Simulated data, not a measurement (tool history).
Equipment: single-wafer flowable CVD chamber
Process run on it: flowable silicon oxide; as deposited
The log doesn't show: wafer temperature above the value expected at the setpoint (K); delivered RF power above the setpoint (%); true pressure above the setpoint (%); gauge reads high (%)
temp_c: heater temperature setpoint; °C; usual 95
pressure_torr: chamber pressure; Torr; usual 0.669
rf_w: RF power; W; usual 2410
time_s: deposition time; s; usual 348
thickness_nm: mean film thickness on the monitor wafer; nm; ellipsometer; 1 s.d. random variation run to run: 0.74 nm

run     day  temp_c  pressure_torr  rf_w  time_s  wafers since the last listed run  hours since the last thermocouple change  hours since the last RF generator calibration  hours since the last manometer calibration  hours since the showerhead was replaced  hours since the gauge calibration  read-back reference wafer on the same gauge, thickness_nm  thickness_nm
  1       0      95          0.669  2410     348                                 0                                    2390.7                                           29.1                                       243.1                                    298.3                             1827.4                                                    177.772       194.404
  2   1.412      95          0.669  2410     348                               182                                    2424.6                                             63                                         277                                    332.2                             1861.3                                                    177.716       194.858
  3   2.575      95          0.669  2410     348                               150                                    2452.5                                           90.9                                       304.9                                    360.1                             1889.2                                                    178.016       195.284
      3.496  -- thermocouple changed; heater temperature recalibrated
  4   5.367      95          0.791  2680     348                               318                                      44.9                                          157.9                                       371.9                                    427.1                             1956.2                                                     177.93       233.998
  5   8.204      95          0.669  2410     348                               367                                       113                                            226                                         440                                    495.2                             2024.3                                                    177.777       194.254
  6  13.054      95          0.616  2410     408                               627                                     229.4                                          342.4                                       556.4                                    611.6                             2140.7                                                    178.197       210.629
  7  14.442     105          0.511  2410     348                               179                                     262.7                                          375.7                                       589.7                                    644.9                               2174                                                    178.123       109.055
  8  15.604      95          0.669  2410     348                               150                                     290.6                                          403.6                                       617.6                                    672.8                             2201.9                                                    177.918        195.12
  9  17.758      95          0.537  2735     308                               278                                     342.3                                          455.3                                       669.3                                    724.5                             2253.6                                                    177.878       141.334
 10  19.896      88           0.81  2680     325                               276                                     393.6                                          506.6                                       720.6                                    775.8                             2304.9                                                    177.919       277.015
 11  22.204      95          0.669  2410     348                               298                                       449                                            562                                         776                                    831.2                             2360.3                                                    177.867        194.71
 12  23.446      95          0.669  2410     348                               160                                     478.8                                          591.8                                       805.8                                      861                             2390.1                                                    177.808        196.36
 13  25.854      95          0.507  2410     348                               311                                     536.6                                          649.6                                       863.6                                    918.8                             2447.9                                                    178.006       147.948
 14  27.421     104          0.715  2105     348                               202                                     574.2                                          687.2                                       901.2                                    956.4                             2485.5                                                    178.131       154.671
     28.192  -- gauge calibrated
 15  30.371      95          0.804  2555     348                               381                                       645                                            758                                         972                                   1027.2                               52.3                                                    177.996        236.31
 16  31.712      95          0.669  2410     348                               173                                     677.2                                          790.2                                      1004.2                                   1059.4                               84.5                                                    177.812       194.315
 17  34.562      95          0.546  2060     348                               368                                     745.6                                          858.6                                      1072.6                                   1127.8                              152.9                                                    177.871       155.401
 18  37.092      95          0.669  2410     322                               327                                     806.3                                          919.3                                      1133.3                                   1188.5                              213.6                                                    178.147       180.372
 19  39.058      95          0.592  2080     408                               254                                     853.5                                          966.5                                      1180.5                                   1235.7                              260.8                                                    177.975       197.473
 20  40.796      95          0.669  2885     348                               224                                     895.2                                         1008.2                                      1222.2                                   1277.4                              302.5                                                    178.374       198.473
 21  43.058      80          0.669  2410     348                               292                                     949.5                                         1062.5                                      1276.5                                   1331.7                              356.8                                                    177.812       303.236
 22  44.888      95          0.669  2410     348                               236                                     993.4                                         1106.4                                      1320.4                                   1375.6                              400.7                                                    177.989       196.558
 23  46.333      95          0.669  2410     348                               187                                    1028.1                                         1141.1                                      1355.1                                   1410.3                              435.4                                                    177.952       194.237
 24  47.558      95          0.729  2630     373                               158                                    1057.5                                         1170.5                                      1384.5                                   1439.7                              464.8                                                    177.817       230.329
 25  50.454     104          0.566  2410     348                               374                                      1127                                           1240                                        1454                                   1509.2                              534.3                                                     177.77       125.031
 26  52.304      95          0.669  2410     348                               239                                    1171.4                                         1284.4                                      1498.4                                   1553.6                              578.7                                                    178.282       194.275
 27  53.467      95          0.669  2410     348                               150                                    1199.3                                         1312.3                                      1526.3                                   1581.5                              606.6                                                    178.007       194.617
 28  55.883      95          0.669  2410     367                               312                                    1257.3                                         1370.3                                      1584.3                                   1639.5                              664.6                                                    178.011       205.903

Branching from run 28: 5 alternative next runs. What would each branch give?
  A  55.904     110          0.669  2410     348                                 2                                    1257.8                                         1370.8                                      1584.8                                     1640                              665.1                                                          ?             ?
  B  55.904     106          0.739  2410     282                                 2                                    1257.8                                         1370.8                                      1584.8                                     1640                              665.1                                                          ?             ?
  C  55.904      95          0.669  2165     348                                 2                                    1257.8                                         1370.8                                      1584.8                                     1640                              665.1                                                          ?             ?
  D  55.904      95          0.551  2410     348                                 2                                    1257.8                                         1370.8                                      1584.8                                     1640                              665.1                                                          ?             ?
  E  55.904      95          0.669  2410     411                                 2                                    1257.8                                         1370.8                                      1584.8                                     1640                              665.1                                                          ?             ?

run  read-back reference wafer on the same gauge, thickness_nm  thickness_nm
  A                                                    178.053       122.543
  B                                                    178.053       124.354
  C                                                    178.053       192.836
  D                                                    178.053       161.676
  E                                                    178.053       231.291
Take away the tool's hidden state, keep each run's random variation, and the runs would have read:
run  thickness_nm
  A       122.543
  B       124.354
  C       192.836
  D       161.676
  E       231.291

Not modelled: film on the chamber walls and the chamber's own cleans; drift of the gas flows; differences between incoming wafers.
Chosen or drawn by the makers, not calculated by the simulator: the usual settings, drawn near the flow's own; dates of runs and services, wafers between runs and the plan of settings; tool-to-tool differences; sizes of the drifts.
